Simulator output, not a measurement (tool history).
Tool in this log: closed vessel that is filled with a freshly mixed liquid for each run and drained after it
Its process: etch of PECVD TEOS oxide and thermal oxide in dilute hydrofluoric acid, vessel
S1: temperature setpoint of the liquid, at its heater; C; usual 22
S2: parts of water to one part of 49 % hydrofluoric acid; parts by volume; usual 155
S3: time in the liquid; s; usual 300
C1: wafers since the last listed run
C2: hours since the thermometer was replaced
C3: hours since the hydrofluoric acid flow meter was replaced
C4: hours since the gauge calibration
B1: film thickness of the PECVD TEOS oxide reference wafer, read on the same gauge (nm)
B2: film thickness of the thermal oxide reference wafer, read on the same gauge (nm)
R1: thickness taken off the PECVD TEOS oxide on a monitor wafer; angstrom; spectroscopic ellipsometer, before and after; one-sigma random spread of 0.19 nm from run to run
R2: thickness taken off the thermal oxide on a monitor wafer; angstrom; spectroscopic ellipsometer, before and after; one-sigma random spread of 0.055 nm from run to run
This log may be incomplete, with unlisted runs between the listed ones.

run 1 hour=0 | S1=22 S2=155 S3=300 | C1=0 C2=2061.6 C3=2062.9 C4=164.4 | B1=70.02 B2=129.99 | R1=382.1 R2=86.4
run 2 hour=24.1 | S1=22 S2=155 S3=300 | C1=2007 C2=2085.7 C3=2087 C4=188.5 | B1=70.05 B2=130 | R1=378.3 R2=85.1
run 3 hour=43.6 | S1=22 S2=155 S3=300 | C1=1624 C2=2105.2 C3=2106.5 C4=208 | B1=70.03 B2=130.01 | R1=381.2 R2=87.1
run 4 hour=76.3 | S1=22 S2=155 S3=300 | C1=2724 C2=2137.9 C3=2139.2 C4=240.7 | B1=70 B2=129.99 | R1=380.7 R2=86.7
run 5 hour=105.8 | S1=22 S2=155 S3=300 | C1=2457 C2=2167.4 C3=2168.7 C4=270.2 | B1=70 B2=130.01 | R1=379.5 R2=86.6
run 6 hour=136.3 | S1=22 S2=155 S3=300 | C1=2540 C2=2197.9 C3=2199.2 C4=300.7 | B1=70.02 B2=129.99 | R1=384.3 R2=87.7
-- hour=153.8 thermometer replaced
run 7 hour=154.4 | S1=22 S2=155 S3=300 | C1=1424 C2=0.6 C3=2217.3 C4=318.8 | B1=70.02 B2=130 | R1=346.3 R2=78.9
run 8 hour=168.9 | S1=25.5 S2=155 S3=300 | C1=1207 C2=15.1 C3=2231.8 C4=333.3 | B1=69.96 B2=129.99 | R1=397.5 R2=90.4
run 9 hour=195.4 | S1=25.5 S2=155 S3=300 | C1=2207 C2=41.6 C3=2258.3 C4=359.8 | B1=70.02 B2=129.98 | R1=397.6 R2=91.3
run 10 hour=208.5 | S1=25.5 S2=155 S3=300 | C1=1091 C2=54.7 C3=2271.4 C4=372.9 | B1=70.04 B2=130.01 | R1=392.5 R2=90.8
-- hour=221.4 hydrofluoric acid flow meter replaced
run 11 hour=222.5 | S1=19 S2=235 S3=300 | C1=1083 C2=68.7 C3=1.1 C4=386.9 | B1=70.01 B2=130 | R1=189.1 R2=42.8
run 12 hour=256.5 | S1=22 S2=155 S3=470 | C1=2832 C2=102.7 C3=35.1 C4=420.9 | B1=69.96 B2=130 | R1=541.9 R2=123.5
run 13 hour=276.5 | S1=26 S2=195 S3=395 | C1=1666 C2=122.7 C3=55.1 C4=440.9 | B1=69.96 B2=130 | R1=403.1 R2=92.2
-- hour=281 gauge calibrated
run 14 hour=290.1 | S1=19.5 S2=210 S3=300 | C1=1133 C2=136.3 C3=68.7 C4=9.1 | B1=70.01 B2=130 | R1=222.4 R2=50
run 15 hour=321.2 | S1=26.5 S2=155 S3=300 | C1=2590 C2=167.4 C3=99.8 C4=40.2 | B1=70.01 B2=130 | R1=414.8 R2=94.5
run 16 hour=343.5 | S1=17.5 S2=220 S3=145 | C1=1857 C2=189.7 C3=122.1 C4=62.5 | B1=70.03 B2=129.98 | R1=94 R2=21.4
run 17 hour=416.7 | S1=19.5 S2=190 S3=155 | C1=6098 C2=262.9 C3=195.3 C4=135.7 | B1=70.02 B2=130 | R1=129.6 R2=29.3
run 18 hour=441.7 | S1=18.5 S2=100 S3=300 | C1=2082 C2=287.9 C3=220.3 C4=160.7 | B1=70.04 B2=130.01 | R1=500.8 R2=113.7

Run 19, settings as shown, results not yet in. Your forecast:
run 19 hour=459 | S1=22 S2=155 S3=205 | C1=1441 C2=305.2 C3=237.6 C4=178 | B1=? B2=? | R1=? R2=?

Run 19 gave B1 69.98, B2 129.99, R1 241.3 angstrom, R2 54.3 angstrom.
If the tool had no hidden condition, the same run with the same run-to-run variation would have returned R1 236.9 angstrom, R2 53.3 angstrom.
